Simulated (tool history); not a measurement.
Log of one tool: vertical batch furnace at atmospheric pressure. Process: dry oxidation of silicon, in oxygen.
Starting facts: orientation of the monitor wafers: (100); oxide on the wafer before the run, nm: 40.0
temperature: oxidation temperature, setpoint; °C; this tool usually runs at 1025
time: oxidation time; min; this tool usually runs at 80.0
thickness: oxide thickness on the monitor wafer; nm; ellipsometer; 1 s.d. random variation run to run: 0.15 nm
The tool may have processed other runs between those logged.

| run | hour | temperature | time | wafers since the last listed run | hours since the last temperature calibration | hours since the boat lift was adjusted | hours since the gauge calibration | read-back reference wafer on the same gauge, thickness | thickness |
|---|---|---|---|---|---|---|---|---|---|
| 1 | 0.0 | 1025 | 57.5 | 0 | 2857.6 | 2864.1 | 267.6 | 114.18 | 84.30 |
| 2 | 35.0 | 1025 | 57.5 | 426 | 2892.6 | 2899.1 | 302.6 | 114.21 | 84.48 |
| 3 | 70.2 | 1025 | 57.5 | 428 | 2927.8 | 2934.3 | 337.8 | 114.20 | 84.47 |
| 4 | 98.9 | 1025 | 80.0 | 349 | 2956.5 | 2963.0 | 366.5 | 114.16 | 98.46 |
| 5 | 117.0 | 1025 | 80.0 | 220 | 2974.6 | 2981.1 | 384.6 | 114.14 | 98.49 |
| 6 | 142.8 | 1025 | 80.0 | 314 | 3000.4 | 3006.9 | 410.4 | 114.22 | 98.83 |
| 7 | 156.1 | 1025 | 55.5 | 161 | 3013.7 | 3020.2 | 423.7 | 114.15 | 83.28 |
| 8 | 186.8 | 1025 | 55.5 | 373 | 3044.4 | 3050.9 | 454.4 | 114.20 | 83.04 |
| 9 | 214.6 | 1025 | 80.0 | 338 | 3072.2 | 3078.7 | 482.2 | 114.20 | 98.56 |
| 10 | 249.3 | 1025 | 80.0 | 422 | 3106.9 | 3113.4 | 516.9 | 114.18 | 98.52 |
| 11 | 285.0 | 1025 | 80.0 | 434 | 3142.6 | 3149.1 | 552.6 | 114.17 | 98.56 |
| 12 | 317.5 | 1025 | 80.0 | 395 | 3175.1 | 3181.6 | 585.1 | 114.20 | 98.69 |
| 13 | 396.8 | 1025 | 106.5 | 965 | 3254.4 | 3260.9 | 664.4 | 114.25 | 113.93 |
| 14 | 414.1 | 1025 | 106.5 | 210 | 3271.7 | 3278.2 | 681.7 | 114.20 | 114.18 |
| 15 | 426.2 | 1030 | 80.0 | 147 | 3283.8 | 3290.3 | 693.8 | 114.14 | 101.48 |
| 16 | 440.0 | 1030 | 80.0 | 168 | 3297.6 | 3304.1 | 707.6 | 114.20 | 101.68 |
| 17 | 467.2 | 1030 | 80.0 | 331 | 3324.8 | 3331.3 | 734.8 | 114.21 | 101.66 |
| 18 | 480.8 | 1025 | 80.0 | 165 | 3338.4 | 3344.9 | 748.4 | 114.21 | 98.45 |
| 19 | 499.3 | 1025 | 80.0 | 225 | 3356.9 | 3363.4 | 766.9 | 114.29 | 98.60 |
| 20 | 517.9 | 1016 | 115.0 | 226 | 3375.5 | 3382.0 | 785.5 | 114.13 | 111.71 |
| 21 | 537.7 | 1004 | 116.5 | 241 | 3395.3 | 3401.8 | 805.3 | 114.26 | 104.12 |
| 22 | 558.9 | 1010 | 66.5 | 258 | 3416.5 | 3423.0 | 826.5 | 114.22 | 82.47 |
| 23 | 590.2 | 1025 | 57.5 | 381 | 3447.8 | 3454.3 | 857.8 | 114.20 | 84.38 |
|  | 645.3 | thermocouples replaced and temperature profile calibrated |
| 24 | 645.8 | 1000 | 63.0 | 384 | 0.5 | 3509.9 | 913.4 | 114.17 | 74.92 |
| 25 | 658.5 | 1016 | 91.0 | 154 | 13.2 | 3522.6 | 926.1 | 114.17 | 96.88 |
|  | 669.5 | gauge calibrated |
| 26 | 681.0 | 1004 | 64.5 | 274 | 35.7 | 3545.1 | 11.5 | 114.20 | 77.37 |
| 27 | 708.2 | 1025 | 65.0 | 331 | 62.9 | 3572.3 | 38.7 | 114.12 | 87.35 |
|  | 750.8 | boat lift adjusted |
| 28 | 751.3 | 1001 | 80.0 | 232 | 106.0 | 0.5 | 81.8 | 114.30 | 85.20 |
| 29 | 756.9 | 1015 | 105.0 | 68 | 111.6 | 6.1 | 87.4 | 114.20 | 105.86 |
| 30 | 778.3 | 1046 | 96.0 | 260 | 133.0 | 27.5 | 108.8 | 114.20 | 123.54 |
| 31 | 792.3 | 1025 | 80.0 | 170 | 147.0 | 41.5 | 122.8 | 114.17 | 98.52 |
| 32 | 815.8 | 1012 | 70.0 | 286 | 170.5 | 65.0 | 146.3 | 114.16 | 85.42 |
| 33 | 905.3 | 1025 | 80.0 | 1089 | 260.0 | 154.5 | 235.8 | 114.22 | 98.57 |
| 34 | 926.2 | 1009 | 107.0 | 254 | 280.9 | 175.4 | 256.7 | 114.22 | 102.89 |
| 35 | 954.1 | 1032 | 66.5 | 339 | 308.8 | 203.3 | 284.6 | 114.18 | 93.64 |
| 36 | 966.4 | 1025 | 99.5 | 149 | 321.1 | 215.6 | 296.9 | 114.25 | 110.03 |

Selected run-to-run steps in thickness, each split into two signed amounts: the part the tool would show with no hidden state at all (from settings, incoming material and random variation), and the remainder, which goes to the hidden state together with any gauge scatter not common to the measured and the hidden-state-free results:
The tool's hidden condition here consists of: true tube temperature minus thermocouple reading, K; monitor wafer colder than the profiled boat position, K; gauge reads high (%).
Run 21 -> 22: temperature 1004 -> 1010, time 116.5 -> 66.5. thickness -21.65 nm: hidden state -0.17, all else -21.48.
Run 23 -> 24: temperature 1025 -> 1000, time 57.5 -> 63.0, thermocouples replaced and temperature profile calibrated. thickness -9.46 nm: hidden state -1.61, all else -7.85.
Run 24 -> 25: temperature 1000 -> 1016, time 63.0 -> 91.0. thickness +21.96 nm: hidden state -0.72, all else +22.68.
Run 27 -> 28: temperature 1025 -> 1001, time 65.0 -> 80.0, boat lift adjusted. thickness -2.15 nm: hidden state +1.86, all else -4.01.
Run 30 -> 31: temperature 1046 -> 1025, time 96.0 -> 80.0. thickness -25.02 nm: hidden state -0.08, all else -24.94.
